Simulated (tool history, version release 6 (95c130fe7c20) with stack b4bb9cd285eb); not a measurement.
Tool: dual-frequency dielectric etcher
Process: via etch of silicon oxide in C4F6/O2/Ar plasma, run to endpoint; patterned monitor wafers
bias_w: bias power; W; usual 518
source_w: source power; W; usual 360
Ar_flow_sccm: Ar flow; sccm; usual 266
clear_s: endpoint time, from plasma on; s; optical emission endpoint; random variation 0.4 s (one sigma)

run	day	bias_w	source_w	Ar_flow_sccm	incoming incoming film thickness, nm	clear_s
1	0.000	518	360	266	198.5	45.6
2	1.242	518	360	266	199.1	46.1
3	1.833	518	360	266	197.4	45.9
4	2.671	518	360	266	198.6	46.4
5	3.371	518	360	266	198.5	46.0
6	3.871	518	360	266	198.6	46.2
7	4.408	518	360	266	197.9	45.7
8	5.412	518	360	266	197.6	46.5
9	6.408	518	360	266	197.2	46.3
10	7.292	518	360	266	199.2	46.6
11	8.671	518	360	266	198.0	46.9
12	9.350	518	360	266	200.1	47.6
13	10.596	420	330	266	199.2	51.7
14	11.225	600	360	266	198.0	44.8
# day 11.712: Ar flow controller replaced
# day 12.333: wet clean of the chamber
15	12.588	641	330	245	198.6	42.3
# day 14.617: source power generator calibrated
# day 14.717: upper electrode replaced, of another model than before
16	14.896	447	450	210	197.4	40.8
17	16.200	518	360	266	198.4	44.8
18	17.075	518	300	266	198.6	50.2
# day 17.812: bias power generator calibrated
19	17.879	478	300	266	200.6	50.7
20	19.229	518	360	266	197.6	44.7
21	20.662	579	320	287	199.0	46.9
22	21.425	518	310	266	199.9	50.0
23	22.246	518	360	266	200.0	46.2
24	23.158	474	450	249	198.7	42.6
25	23.988	479	360	266	196.7	46.4
26	25.292	518	330	293	199.6	48.5
27	26.154	518	420	235	196.2	41.8
28	26.971	629	290	309	199.6	49.6
29	27.529	518	360	266	197.8	46.1
30	28.742	557	440	318	198.3	42.1

Some steps in clear_s between neighbouring runs. How much of each would the tool show without its hidden state too (settings, what came in, random variation), and how much is left for the hidden state, with any gauge scatter that isn't in both results?
The hidden state here: etch rate over this chamber's usual, %; bias power that arrives over what is set, %; source power that arrives over what is set, %; Ar flow that arrives over what is set, %.
Run 12 -> 13: bias_w 518 -> 420, source_w 360 -> 330. clear_s +4.1 s: hidden state +0.3, all else +3.8.
Run 13 -> 14: bias_w 420 -> 600, source_w 330 -> 360. clear_s -6.9 s: hidden state -0.2, all else -6.7.
Run 14 -> 15: bias_w 600 -> 641, source_w 360 -> 330, Ar_flow_sccm 266 -> 245, Ar flow controller replaced, wet clean of the chamber. clear_s -2.5 s: hidden state -2.0, all else -0.5.
Run 20 -> 21: bias_w 518 -> 579, source_w 360 -> 320, Ar_flow_sccm 266 -> 287. clear_s +2.2 s: hidden state +0.3, all else +1.9.
Run 26 -> 27: source_w 330 -> 420, Ar_flow_sccm 293 -> 235. clear_s -6.7 s: hidden state -0.1, all else -6.6.
Run 27 -> 28: bias_w 518 -> 629, source_w 420 -> 290, Ar_flow_sccm 235 -> 309. clear_s +7.8 s: hidden state +0.3, all else +7.5.
